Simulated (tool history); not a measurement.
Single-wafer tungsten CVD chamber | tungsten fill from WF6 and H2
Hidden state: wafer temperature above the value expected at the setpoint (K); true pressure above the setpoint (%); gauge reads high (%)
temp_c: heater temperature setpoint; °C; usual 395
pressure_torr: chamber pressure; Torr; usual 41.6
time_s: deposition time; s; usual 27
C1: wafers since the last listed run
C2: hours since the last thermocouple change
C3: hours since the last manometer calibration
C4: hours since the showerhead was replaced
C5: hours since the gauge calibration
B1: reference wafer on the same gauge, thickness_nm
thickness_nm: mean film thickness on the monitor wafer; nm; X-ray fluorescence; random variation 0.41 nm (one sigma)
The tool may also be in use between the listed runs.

run 1 day=0 | temp_c=395 pressure_torr=41.6 time_s=27 | C1=0 C2=156.7 C3=638.6 C4=376.7 C5=2217.3 | B1=81.789 | thickness_nm=86.498
run 2 day=4.446 | temp_c=395 pressure_torr=41.6 time_s=27 | C1=2330 C2=263.4 C3=745.3 C4=483.4 C5=2324 | B1=81.75 | thickness_nm=86.246
run 3 day=6.517 | temp_c=395 pressure_torr=41.6 time_s=27 | C1=1085 C2=313.1 C3=795 C4=533.1 C5=2373.7 | B1=81.822 | thickness_nm=85.682
run 4 day=10.475 | temp_c=395 pressure_torr=41.6 time_s=27 | C1=2075 C2=408.1 C3=890 C4=628.1 C5=2468.7 | B1=81.716 | thickness_nm=87.219
run 5 day=13.675 | temp_c=395 pressure_torr=41.6 time_s=27 | C1=1677 C2=484.9 C3=966.8 C4=704.9 C5=2545.5 | B1=81.785 | thickness_nm=86.853
run 6 day=17.821 | temp_c=391 pressure_torr=41.6 time_s=27 | C1=2173 C2=584.4 C3=1066.3 C4=804.4 C5=2645 | B1=81.871 | thickness_nm=79.923
-- day=23.717 capacitance manometer re-zeroed and calibrated
run 7 day=29.671 | temp_c=395 pressure_torr=41.6 time_s=23.9 | C1=6037 C2=868.8 C3=142.9 C4=1088.8 C5=2929.4 | B1=81.806 | thickness_nm=73.938
run 8 day=31.175 | temp_c=395 pressure_torr=41.6 time_s=23.9 | C1=788 C2=904.9 C3=179 C4=1124.9 C5=2965.5 | B1=81.946 | thickness_nm=74.524
run 9 day=35.6 | temp_c=395 pressure_torr=41.6 time_s=23.9 | C1=2319 C2=1011.1 C3=285.2 C4=1231.1 C5=3071.7 | B1=81.774 | thickness_nm=74.478
run 10 day=39.142 | temp_c=395 pressure_torr=37.3 time_s=27 | C1=1856 C2=1096.1 C3=370.2 C4=1316.1 C5=3156.7 | B1=81.809 | thickness_nm=79.349
run 11 day=40.925 | temp_c=395 pressure_torr=37.3 time_s=27 | C1=934 C2=1138.9 C3=413 C4=1358.9 C5=3199.5 | B1=81.803 | thickness_nm=79.027
run 12 day=45.321 | temp_c=395 pressure_torr=41.6 time_s=27 | C1=2304 C2=1244.4 C3=518.5 C4=1464.4 C5=3305 | B1=81.873 | thickness_nm=84.913
run 13 day=49.679 | temp_c=395 pressure_torr=41.6 time_s=27 | C1=2284 C2=1349 C3=623.1 C4=1569 C5=3409.6 | B1=81.794 | thickness_nm=84.922
run 14 day=51.358 | temp_c=395 pressure_torr=41.6 time_s=27 | C1=880 C2=1389.3 C3=663.4 C4=1609.3 C5=3449.9 | B1=81.857 | thickness_nm=84.978
run 15 day=55.45 | temp_c=386 pressure_torr=33.8 time_s=28.4 | C1=2145 C2=1487.5 C3=761.6 C4=1707.5 C5=3548.1 | B1=81.892 | thickness_nm=64.065
run 16 day=62.596 | temp_c=385 pressure_torr=50 time_s=27 | C1=3746 C2=1659 C3=933.1 C4=1879 C5=3719.6 | B1=81.795 | thickness_nm=75.369
-- day=62.642 gauge calibrated
run 17 day=65.538 | temp_c=395 pressure_torr=41.6 time_s=23.2 | C1=1542 C2=1729.6 C3=1003.7 C4=1949.6 C5=69.5 | B1=81.846 | thickness_nm=72.545
run 18 day=67.342 | temp_c=402 pressure_torr=47.7 time_s=22.8 | C1=945 C2=1772.9 C3=1047 C4=1992.9 C5=112.8 | B1=81.755 | thickness_nm=89.926
run 19 day=69.312 | temp_c=395 pressure_torr=41.6 time_s=27 | C1=1033 C2=1820.2 C3=1094.3 C4=2040.2 C5=160.1 | B1=81.875 | thickness_nm=84.92
run 20 day=73.308 | temp_c=395 pressure_torr=41.6 time_s=24.5 | C1=2094 C2=1916.1 C3=1190.2 C4=2136.1 C5=256 | B1=81.859 | thickness_nm=76.032
-- day=75.65 thermocouple changed; heater temperature recalibrated
-- day=82.079 capacitance manometer re-zeroed and calibrated
run 21 day=86.275 | temp_c=395 pressure_torr=35.1 time_s=29.9 | C1=6448 C2=255 C3=100.7 C4=2447.3 C5=567.2 | B1=81.877 | thickness_nm=81.859
run 22 day=89.862 | temp_c=406 pressure_torr=41.6 time_s=23.2 | C1=1880 C2=341.1 C3=186.8 C4=2533.4 C5=653.3 | B1=81.824 | thickness_nm=89.74
run 23 day=94.079 | temp_c=382 pressure_torr=35.9 time_s=27 | C1=2210 C2=442.3 C3=288 C4=2634.6 C5=754.5 | B1=81.767 | thickness_nm=56.862
run 24 day=96.767 | temp_c=395 pressure_torr=49.3 time_s=22.7 | C1=1408 C2=506.8 C3=352.5 C4=2699.1 C5=819 | B1=81.837 | thickness_nm=78.363
run 25 day=100.05 | temp_c=395 pressure_torr=41.6 time_s=27 | C1=1721 C2=585.6 C3=431.3 C4=2777.9 C5=897.8 | B1=81.698 | thickness_nm=84.914
run 26 day=101.675 | temp_c=399 pressure_torr=35.2 time_s=27 | C1=851 C2=624.6 C3=470.3 C4=2816.9 C5=936.8 | B1=81.794 | thickness_nm=82.158
-- day=102.9 showerhead replaced
run 27 day=103.692 | temp_c=404 pressure_torr=46.7 time_s=31.2 | C1=882 C2=673 C3=518.7 C4=19 C5=985.2 | B1=81.85 | thickness_nm=126.993
run 28 day=106.558 | temp_c=395 pressure_torr=41.6 time_s=30.7 | C1=1502 C2=741.8 C3=587.5 C4=87.8 C5=1054 | B1=81.796 | thickness_nm=96.465
run 29 day=117.012 | temp_c=395 pressure_torr=44.2 time_s=27 | C1=5480 C2=992.7 C3=838.4 C4=338.7 C5=1304.9 | B1=81.778 | thickness_nm=88.862
run 30 day=120.521 | temp_c=395 pressure_torr=41.6 time_s=27 | C1=1839 C2=1076.9 C3=922.6 C4=422.9 C5=1389.1 | B1=81.782 | thickness_nm=85.07
run 31 day=123.175 | temp_c=389 pressure_torr=41.6 time_s=24.7 | C1=1391 C2=1140.6 C3=986.3 C4=486.6 C5=1452.8 | B1=81.751 | thickness_nm=67.715
run 32 day=127.538 | temp_c=395 pressure_torr=41.6 time_s=27 | C1=2287 C2=1245.3 C3=1091 C4=591.3 C5=1557.5 | B1=81.835 | thickness_nm=85.386
run 33 day=130.917 | temp_c=385 pressure_torr=33.3 time_s=21.8 | C1=1771 C2=1326.4 C3=1172.1 C4=672.4 C5=1638.6 | B1=81.862 | thickness_nm=47.067
-- day=132.25 capacitance manometer re-zeroed and calibrated
run 34 day=132.729 | temp_c=407 pressure_torr=35.2 time_s=29.6 | C1=775 C2=1369.9 C3=11.5 C4=715.9 C5=1682.1 | B1=81.846 | thickness_nm=103.183

Forecast each of these 4 alternatives for the next run:
run A day=132.746 | temp_c=407 pressure_torr=41.6 time_s=27 | C1=8 C2=1370.3 C3=11.9 C4=716.3 C5=1682.5 | B1=? | thickness_nm=?
run B day=132.746 | temp_c=383 pressure_torr=41.6 time_s=31.3 | C1=8 C2=1370.3 C3=11.9 C4=716.3 C5=1682.5 | B1=? | thickness_nm=?
run C day=132.746 | temp_c=401 pressure_torr=38.6 time_s=24.8 | C1=8 C2=1370.3 C3=11.9 C4=716.3 C5=1682.5 | B1=? | thickness_nm=?
run D day=132.746 | temp_c=390 pressure_torr=41.6 time_s=22.5 | C1=8 C2=1370.3 C3=11.9 C4=716.3 C5=1682.5 | B1=? | thickness_nm=?

run=A B1=81.701 thickness_nm=104.17
run=B B1=81.701 thickness_nm=72.182
run=C B1=81.701 thickness_nm=80.828
run=D B1=81.701 thickness_nm=60.719
Without the tool's hidden state the same runs would have given:
run=A thickness_nm=105.645
run=B thickness_nm=73.36
run=C thickness_nm=81.996
run=D thickness_nm=61.687
